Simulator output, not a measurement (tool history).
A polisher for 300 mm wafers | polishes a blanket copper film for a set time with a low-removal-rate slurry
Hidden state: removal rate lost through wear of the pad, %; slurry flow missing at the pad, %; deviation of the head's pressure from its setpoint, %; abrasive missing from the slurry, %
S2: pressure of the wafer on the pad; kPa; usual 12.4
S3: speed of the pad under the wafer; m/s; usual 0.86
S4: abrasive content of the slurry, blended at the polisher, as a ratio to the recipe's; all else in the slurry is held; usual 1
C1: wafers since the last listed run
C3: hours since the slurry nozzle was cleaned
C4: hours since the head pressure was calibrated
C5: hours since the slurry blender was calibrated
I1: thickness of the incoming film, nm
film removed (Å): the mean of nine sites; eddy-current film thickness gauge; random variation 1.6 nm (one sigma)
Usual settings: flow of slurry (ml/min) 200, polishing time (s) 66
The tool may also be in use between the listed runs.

run 1 hour=0 | flow_of_slurry_(ml/min)=200 S2=12.4 S3=0.86 S4=1 polishing_time_(s)=54 | C1=0 wafers_polished_on_this_pad=4148 C3=722.5 C4=371.6 C5=209.7 | I1=1219.9 | film_removed_(Å)=999
-- hour=19.1 worn pad replaced by a new one
run 2 hour=83.7 | flow_of_slurry_(ml/min)=200 S2=12.4 S3=0.86 S4=1 polishing_time_(s)=54 | C1=1019 wafers_polished_on_this_pad=826 C3=806.2 C4=455.3 C5=293.4 | I1=1214.2 | film_removed_(Å)=969
-- hour=94.7 slurry nozzle cleaned
-- hour=110.6 slurry blender recalibrated
run 3 hour=184.8 | flow_of_slurry_(ml/min)=200 S2=12.4 S3=0.86 S4=1 polishing_time_(s)=54 | C1=1255 wafers_polished_on_this_pad=2082 C3=90.1 C4=556.4 C5=74.2 | I1=1234.2 | film_removed_(Å)=1032
run 4 hour=238.1 | flow_of_slurry_(ml/min)=200 S2=12.4 S3=0.86 S4=1.1 polishing_time_(s)=66 | C1=681 wafers_polished_on_this_pad=2763 C3=143.4 C4=609.7 C5=127.5 | I1=1233.1 | film_removed_(Å)=1270
run 5 hour=320.5 | flow_of_slurry_(ml/min)=200 S2=12.4 S3=0.86 S4=1.1 polishing_time_(s)=66 | C1=1054 wafers_polished_on_this_pad=3818 C3=225.8 C4=692.1 C5=209.9 | I1=1240.9 | film_removed_(Å)=1268
run 6 hour=393.4 | flow_of_slurry_(ml/min)=200 S2=12.4 S3=0.86 S4=1.1 polishing_time_(s)=66 | C1=932 wafers_polished_on_this_pad=4750 C3=298.7 C4=765 C5=282.8 | I1=1239.6 | film_removed_(Å)=1226
-- hour=417.8 worn pad replaced by a new one
run 7 hour=434.3 | flow_of_slurry_(ml/min)=200 S2=10.3 S3=0.86 S4=1 polishing_time_(s)=66 | C1=472 wafers_polished_on_this_pad=210 C3=339.6 C4=805.9 C5=323.7 | I1=1229.9 | film_removed_(Å)=988
-- hour=443.6 slurry blender recalibrated
run 8 hour=537 | flow_of_slurry_(ml/min)=200 S2=12.4 S3=0.86 S4=1 polishing_time_(s)=71 | C1=1288 wafers_polished_on_this_pad=1498 C3=442.3 C4=908.6 C5=93.4 | I1=1225.5 | film_removed_(Å)=1349
run 9 hour=642.8 | flow_of_slurry_(ml/min)=200 S2=12.4 S3=0.86 S4=1 polishing_time_(s)=71 | C1=1353 wafers_polished_on_this_pad=2852 C3=548.1 C4=1014.4 C5=199.2 | I1=1241.2 | film_removed_(Å)=1339
-- hour=739.3 worn pad replaced by a new one
-- hour=750.4 slurry nozzle cleaned
run 10 hour=750.9 | flow_of_slurry_(ml/min)=150 S2=12.4 S3=0.86 S4=1 polishing_time_(s)=66 | C1=1319 wafers_polished_on_this_pad=135 C3=0.5 C4=1122.5 C5=307.3 | I1=1242.6 | film_removed_(Å)=1124
-- hour=785 slurry blender recalibrated
run 11 hour=812.3 | flow_of_slurry_(ml/min)=200 S2=12.4 S3=0.86 S4=1 polishing_time_(s)=66 | C1=759 wafers_polished_on_this_pad=895 C3=61.9 C4=1183.9 C5=27.3 | I1=1244.6 | film_removed_(Å)=1255
run 12 hour=857.6 | flow_of_slurry_(ml/min)=200 S2=12.4 S3=0.86 S4=1 polishing_time_(s)=66 | C1=579 wafers_polished_on_this_pad=1475 C3=107.2 C4=1229.2 C5=72.6 | I1=1246.6 | film_removed_(Å)=1240
run 13 hour=932.3 | flow_of_slurry_(ml/min)=200 S2=12.4 S3=0.86 S4=1 polishing_time_(s)=66 | C1=955 wafers_polished_on_this_pad=2430 C3=181.9 C4=1303.9 C5=147.3 | I1=1219.1 | film_removed_(Å)=1238
-- hour=970.8 head pressure recalibrated
run 14 hour=982.6 | flow_of_slurry_(ml/min)=200 S2=12.4 S3=0.86 S4=1 polishing_time_(s)=66 | C1=617 wafers_polished_on_this_pad=3048 C3=232.2 C4=11.8 C5=197.6 | I1=1229.3 | film_removed_(Å)=1238
run 15 hour=1049.7 | flow_of_slurry_(ml/min)=220 S2=14.5 S3=0.86 S4=0.8 polishing_time_(s)=43 | C1=858 wafers_polished_on_this_pad=3907 C3=299.3 C4=78.9 C5=264.7 | I1=1223.9 | film_removed_(Å)=872
-- hour=1101.2 worn pad replaced by a new one
-- hour=1111.3 slurry blender recalibrated
run 16 hour=1155.5 | flow_of_slurry_(ml/min)=200 S2=12.4 S3=0.86 S4=1 polishing_time_(s)=66 | C1=1276 wafers_polished_on_this_pad=668 C3=405.1 C4=184.7 C5=44.2 | I1=1224.7 | film_removed_(Å)=1240
run 17 hour=1201.4 | flow_of_slurry_(ml/min)=200 S2=12.4 S3=0.86 S4=1 polishing_time_(s)=71 | C1=587 wafers_polished_on_this_pad=1256 C3=451 C4=230.6 C5=90.1 | I1=1223.5 | film_removed_(Å)=1310
run 18 hour=1259.3 | flow_of_slurry_(ml/min)=200 S2=12.4 S3=0.86 S4=1 polishing_time_(s)=66 | C1=740 wafers_polished_on_this_pad=1996 C3=508.9 C4=288.5 C5=148 | I1=1223.7 | film_removed_(Å)=1276
run 19 hour=1357.8 | flow_of_slurry_(ml/min)=200 S2=9.7 S3=0.86 S4=1 polishing_time_(s)=66 | C1=1260 wafers_polished_on_this_pad=3257 C3=607.4 C4=387 C5=246.5 | I1=1220 | film_removed_(Å)=920
run 20 hour=1429.2 | flow_of_slurry_(ml/min)=180 S2=12.4 S3=0.86 S4=0.85 polishing_time_(s)=59 | C1=913 wafers_polished_on_this_pad=4170 C3=678.8 C4=458.4 C5=317.9 | I1=1206.6 | film_removed_(Å)=1003
-- hour=1437.1 worn pad replaced by a new one
-- hour=1480.4 slurry blender recalibrated
run 21 hour=1480.9 | flow_of_slurry_(ml/min)=220 S2=14.5 S3=0.6 S4=1 polishing_time_(s)=72 | C1=584 wafers_polished_on_this_pad=534 C3=730.5 C4=510.1 C5=0.5 | I1=1218.6 | film_removed_(Å)=1129
-- hour=1538.2 slurry nozzle cleaned
run 22 hour=1539.2 | flow_of_slurry_(ml/min)=250 S2=14.5 S3=0.86 S4=1 polishing_time_(s)=56 | C1=733 wafers_polished_on_this_pad=1267 C3=1 C4=568.4 C5=58.8 | I1=1224.7 | film_removed_(Å)=1289
run 23 hour=1618.6 | flow_of_slurry_(ml/min)=200 S2=9 S3=0.86 S4=1 polishing_time_(s)=66 | C1=1015 wafers_polished_on_this_pad=2283 C3=80.4 C4=647.8 C5=138.2 | I1=1233.4 | film_removed_(Å)=887
run 24 hour=1694.2 | flow_of_slurry_(ml/min)=200 S2=15.2 S3=0.86 S4=0.75 polishing_time_(s)=66 | C1=967 wafers_polished_on_this_pad=3250 C3=156 C4=723.4 C5=213.8 | I1=1215.6 | film_removed_(Å)=1382
-- hour=1759.7 worn pad replaced by a new one
run 25 hour=1760.2 | flow_of_slurry_(ml/min)=200 S2=12.4 S3=0.86 S4=1 polishing_time_(s)=66 | C1=793 wafers_polished_on_this_pad=6 C3=222 C4=789.4 C5=279.8 | I1=1228.6 | film_removed_(Å)=1200
run 26 hour=1816.6 | flow_of_slurry_(ml/min)=200 S2=12.4 S3=0.86 S4=1 polishing_time_(s)=84 | C1=721 wafers_polished_on_this_pad=728 C3=278.4 C4=845.8 C5=336.2 | I1=1238 | film_removed_(Å)=1499

Hidden state or all else? Some run-to-run changes of film removed (Å), split into what the settings, what came in and random variation would give without the hidden state, and what is left for the hidden state (with any gauge scatter that isn't in both results):
Run 2 -> 3: slurry nozzle cleaned, slurry blender recalibrated. film removed (Å) +63: hidden state +47, all else +16.
Run 10 -> 11: flow of slurry (ml/min) 150 -> 200, slurry blender recalibrated. film removed (Å) +131: hidden state +45, all else +86.
Run 22 -> 23: flow of slurry (ml/min) 250 -> 200, S2 14.5 -> 9, polishing time (s) 56 -> 66. film removed (Å) -402: hidden state -3, all else -399.
Run 23 -> 24: S2 9 -> 15.2, S4 1 -> 0.75. film removed (Å) +495: hidden state -23, all else +518.
